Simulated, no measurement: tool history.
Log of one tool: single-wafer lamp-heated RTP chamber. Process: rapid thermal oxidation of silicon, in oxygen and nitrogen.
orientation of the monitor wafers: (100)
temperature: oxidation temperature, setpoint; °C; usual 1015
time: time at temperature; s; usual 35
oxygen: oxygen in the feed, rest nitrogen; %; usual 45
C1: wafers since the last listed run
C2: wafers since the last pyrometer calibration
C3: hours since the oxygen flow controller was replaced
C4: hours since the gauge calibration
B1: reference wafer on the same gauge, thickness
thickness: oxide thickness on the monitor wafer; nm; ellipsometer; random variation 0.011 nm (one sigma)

Run 1, hour 0.0: usual settings but oxygen 37 %; C1 0; C2 6039; C3 4290.7; C4 184.2; B1 3.850. Result: thickness 4.626 nm.
Run 2, hour 11.7: usual settings; C1 150; C2 6189; C3 4302.4; C4 195.9; B1 3.851. Result: thickness 4.884 nm.
Run 3, hour 29.7: usual settings; C1 231; C2 6420; C3 4320.4; C4 213.9; B1 3.849. Result: thickness 4.888 nm.
Run 4, hour 41.1: usual settings; C1 146; C2 6567; C3 4331.8; C4 225.3; B1 3.851. Result: thickness 4.911 nm.
Run 5, hour 47.2: usual settings but oxygen 62 %; C1 78; C2 6645; C3 4337.9; C4 231.4; B1 3.849. Result: thickness 5.440 nm.
Run 6, hour 62.7: usual settings but oxygen 62 %; C1 199; C2 6844; C3 4353.4; C4 246.9; B1 3.848. Result: thickness 5.451 nm.
Run 7, hour 89.2: usual settings but oxygen 62 %; C1 340; C2 7185; C3 4379.9; C4 273.4; B1 3.850. Result: thickness 5.478 nm.
At hour 90.2: gauge calibrated.
Run 8, hour 98.0: usual settings but temperature 1006 °C, time 40 s; C1 113; C2 7298; C3 4388.7; C4 7.8; B1 3.850. Result: thickness 4.893 nm.
Run 9, hour 110.2: usual settings but temperature 1006 °C, time 40 s; C1 156; C2 7455; C3 4400.9; C4 20.0; B1 3.848. Result: thickness 4.915 nm.
Run 10, hour 121.0: usual settings; C1 138; C2 7593; C3 4411.7; C4 30.8; B1 3.851. Result: thickness 4.942 nm.
Run 11, hour 131.2: usual settings but oxygen 56 %; C1 131; C2 7724; C3 4421.9; C4 41.0; B1 3.851. Result: thickness 5.330 nm.
At hour 140.9: pyrometer window cleaned and pyrometer calibrated.
At hour 142.2: oxygen flow controller replaced.
Run 12, hour 142.7: usual settings but time 25 s, oxygen 63 %; C1 29; C2 6; C3 0.5; C4 52.5; B1 3.850. Result: thickness 4.670 nm.
Run 13, hour 151.7: usual settings but temperature 1000 °C, time 25 s; C1 115; C2 122; C3 9.5; C4 61.5; B1 3.850. Result: thickness 3.872 nm.
Run 14, hour 163.5: usual settings but temperature 998 °C, oxygen 69 %; C1 151; C2 274; C3 21.3; C4 73.3; B1 3.850. Result: thickness 4.898 nm.
Run 15, hour 180.8: usual settings but time 30 s, oxygen 35 %; C1 222; C2 496; C3 38.6; C4 90.6; B1 3.849. Result: thickness 4.214 nm.
Run 16, hour 188.0: usual settings but time 41 s; C1 92; C2 588; C3 45.8; C4 97.8; B1 3.852. Result: thickness 5.107 nm.
Run 17, hour 197.2: usual settings but temperature 1023 °C, time 22 s, oxygen 17 %; C1 118; C2 706; C3 55.0; C4 107.0; B1 3.849. Result: thickness 3.340 nm.
Run 18, hour 213.0: usual settings but temperature 996 °C; C1 202; C2 909; C3 70.8; C4 122.8; B1 3.851. Result: thickness 4.268 nm.
Run 19, hour 225.6: usual settings; C1 161; C2 1071; C3 83.4; C4 135.4; B1 3.850. Result: thickness 4.812 nm.
Run 20, hour 235.8: usual settings; C1 131; C2 1202; C3 93.6; C4 145.6; B1 3.851. Result: thickness 4.812 nm.
Run 21, hour 244.9: usual settings but temperature 1007 °C; C1 116; C2 1319; C3 102.7; C4 154.7; B1 3.850. Result: thickness 4.556 nm.
Run 22, hour 261.9: usual settings but temperature 998 °C, time 50 s; C1 218; C2 1538; C3 119.7; C4 171.7; B1 3.852. Result: thickness 4.947 nm.
Run 23, hour 268.0: usual settings but temperature 1032 °C; C1 78; C2 1616; C3 125.8; C4 177.8; B1 3.850. Result: thickness 5.347 nm.

How the hidden state differs across the entries between the runs, from the last listed run before each to the first after it:
Between runs 7 and 8: gauge calibrated (hour 90.2)
  true wafer temperature minus pyrometer reading, K: 4.73 -> 4.86
  measured less the result without the state, thickness: +0.173 -> +0.152 nm
Between runs 11 and 12: pyrometer window cleaned and pyrometer calibrated (hour 140.9); oxygen flow controller replaced (hour 142.2)
  true wafer temperature minus pyrometer reading, K: 5.35 -> 0.624
  measured less the result without the state, thickness: +0.187 -> +0.019 nm
